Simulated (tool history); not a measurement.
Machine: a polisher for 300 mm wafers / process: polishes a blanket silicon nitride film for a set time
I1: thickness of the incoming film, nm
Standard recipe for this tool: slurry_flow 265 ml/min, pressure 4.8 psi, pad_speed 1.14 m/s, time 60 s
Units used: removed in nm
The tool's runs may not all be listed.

run 1 day=0 | slurry_flow=265 pressure=4.8 pad_speed=1.14 time=60 | I1=451.7 | removed=161.1
run 2 day=3.85 | slurry_flow=265 pressure=4.8 pad_speed=1.14 time=60 | I1=441.6 | removed=162.5
run 3 day=8.125 | slurry_flow=265 pressure=4.8 pad_speed=1.14 time=60 | I1=448 | removed=163
run 4 day=11.65 | slurry_flow=265 pressure=5.7 pad_speed=1.14 time=60 | I1=454 | removed=187.9
run 5 day=14.333 | slurry_flow=265 pressure=5.7 pad_speed=1.14 time=60 | I1=447.4 | removed=187.2
run 6 day=16.596 | slurry_flow=265 pressure=5.7 pad_speed=1.14 time=60 | I1=449.8 | removed=188.3
run 7 day=19.308 | slurry_flow=265 pressure=4.8 pad_speed=1.14 time=60 | I1=447.9 | removed=160.2
-- day=22.008 worn pad replaced by a new one
-- day=22.596 head pressure recalibrated
run 8 day=23.35 | slurry_flow=265 pressure=4.8 pad_speed=1.14 time=60 | I1=454.6 | removed=159
run 9 day=24.862 | slurry_flow=265 pressure=4.8 pad_speed=1.14 time=60 | I1=446 | removed=160.7
-- day=26.867 slurry nozzle cleaned
run 10 day=29.229 | slurry_flow=265 pressure=4.8 pad_speed=1.14 time=60 | I1=448.3 | removed=160.6
run 11 day=31.488 | slurry_flow=265 pressure=4.8 pad_speed=1.14 time=60 | I1=445.9 | removed=161.7
run 12 day=34.267 | slurry_flow=265 pressure=4.8 pad_speed=1.14 time=60 | I1=452.4 | removed=163
run 13 day=38.375 | slurry_flow=195 pressure=4.8 pad_speed=1.14 time=60 | I1=452.7 | removed=157.4
run 14 day=41.617 | slurry_flow=195 pressure=4.8 pad_speed=1.14 time=60 | I1=443.2 | removed=157.9
-- day=42.7 worn pad replaced by a new one
run 15 day=44.575 | slurry_flow=265 pressure=4.8 pad_speed=1.14 time=60 | I1=456.8 | removed=160.7
run 16 day=48.417 | slurry_flow=265 pressure=4.8 pad_speed=1.14 time=60 | I1=441.7 | removed=160.4
-- day=50.575 head pressure recalibrated
run 17 day=51.4 | slurry_flow=265 pressure=4.8 pad_speed=1.14 time=60 | I1=445.2 | removed=161.6
run 18 day=54.192 | slurry_flow=265 pressure=3.8 pad_speed=1.14 time=60 | I1=458.8 | removed=132.6
run 19 day=58.625 | slurry_flow=265 pressure=4.8 pad_speed=1.14 time=60 | I1=448.2 | removed=160.3
-- day=61.383 slurry nozzle cleaned
run 20 day=61.417 | slurry_flow=265 pressure=4.8 pad_speed=1.24 time=60 | I1=458.2 | removed=172.6
run 21 day=64.462 | slurry_flow=265 pressure=5.9 pad_speed=1.14 time=60 | I1=446.2 | removed=189.6
run 22 day=68.596 | slurry_flow=240 pressure=4.8 pad_speed=1.14 time=60 | I1=449.9 | removed=159.4
-- day=70.029 worn pad replaced by a new one
run 23 day=72.196 | slurry_flow=335 pressure=4.8 pad_speed=1.44 time=60 | I1=443.2 | removed=199.3
run 24 day=76.071 | slurry_flow=265 pressure=5.6 pad_speed=1.14 time=60 | I1=439.8 | removed=183
run 25 day=79.258 | slurry_flow=200 pressure=6.4 pad_speed=0.98 time=68 | I1=445.5 | removed=202.5
-- day=81.004 head pressure recalibrated
run 26 day=83.292 | slurry_flow=265 pressure=4.8 pad_speed=1.14 time=60 | I1=451.9 | removed=161
run 27 day=85.725 | slurry_flow=265 pressure=6.4 pad_speed=1.14 time=60 | I1=448.3 | removed=206.5
run 28 day=87.317 | slurry_flow=340 pressure=4.8 pad_speed=1.14 time=60 | I1=453.4 | removed=164
run 29 day=89.954 | slurry_flow=195 pressure=3.9 pad_speed=1.14 time=60 | I1=448.1 | removed=133.7
-- day=90.662 slurry nozzle cleaned
run 30 day=92.996 | slurry_flow=265 pressure=4.8 pad_speed=0.84 time=66 | I1=447.8 | removed=136.9
-- day=95.112 worn pad replaced by a new one
run 31 day=95.133 | slurry_flow=265 pressure=3.6 pad_speed=1.36 time=60 | I1=452.6 | removed=147.4
run 32 day=97.983 | slurry_flow=265 pressure=4.8 pad_speed=1.14 time=60 | I1=443.6 | removed=160.9
run 33 day=99.883 | slurry_flow=330 pressure=4.8 pad_speed=1.26 time=60 | I1=441 | removed=176.3
run 34 day=103.617 | slurry_flow=185 pressure=6 pad_speed=1.14 time=60 | I1=451.8 | removed=189.4
run 35 day=106.308 | slurry_flow=265 pressure=4.8 pad_speed=1.14 time=60 | I1=441.7 | removed=160.9
run 36 day=110.75 | slurry_flow=265 pressure=3.6 pad_speed=1.14 time=60 | I1=448.4 | removed=126.3
-- day=110.958 head pressure recalibrated
run 37 day=115.096 | slurry_flow=325 pressure=3.4 pad_speed=1.42 time=74 | I1=450.9 | removed=180.8
-- day=117.992 worn pad replaced by a new one
-- day=120.65 slurry nozzle cleaned
run 38 day=120.829 | slurry_flow=210 pressure=4.1 pad_speed=0.8 time=53 | I1=445.7 | removed=92.6

What the log doesn't show, run by run:
removal rate lost through wear of the pad, %: 0 on each run
slurry flow missing at the pad, %: 0 on each run
deviation of the head's pressure from its setpoint, %: 0 on each run

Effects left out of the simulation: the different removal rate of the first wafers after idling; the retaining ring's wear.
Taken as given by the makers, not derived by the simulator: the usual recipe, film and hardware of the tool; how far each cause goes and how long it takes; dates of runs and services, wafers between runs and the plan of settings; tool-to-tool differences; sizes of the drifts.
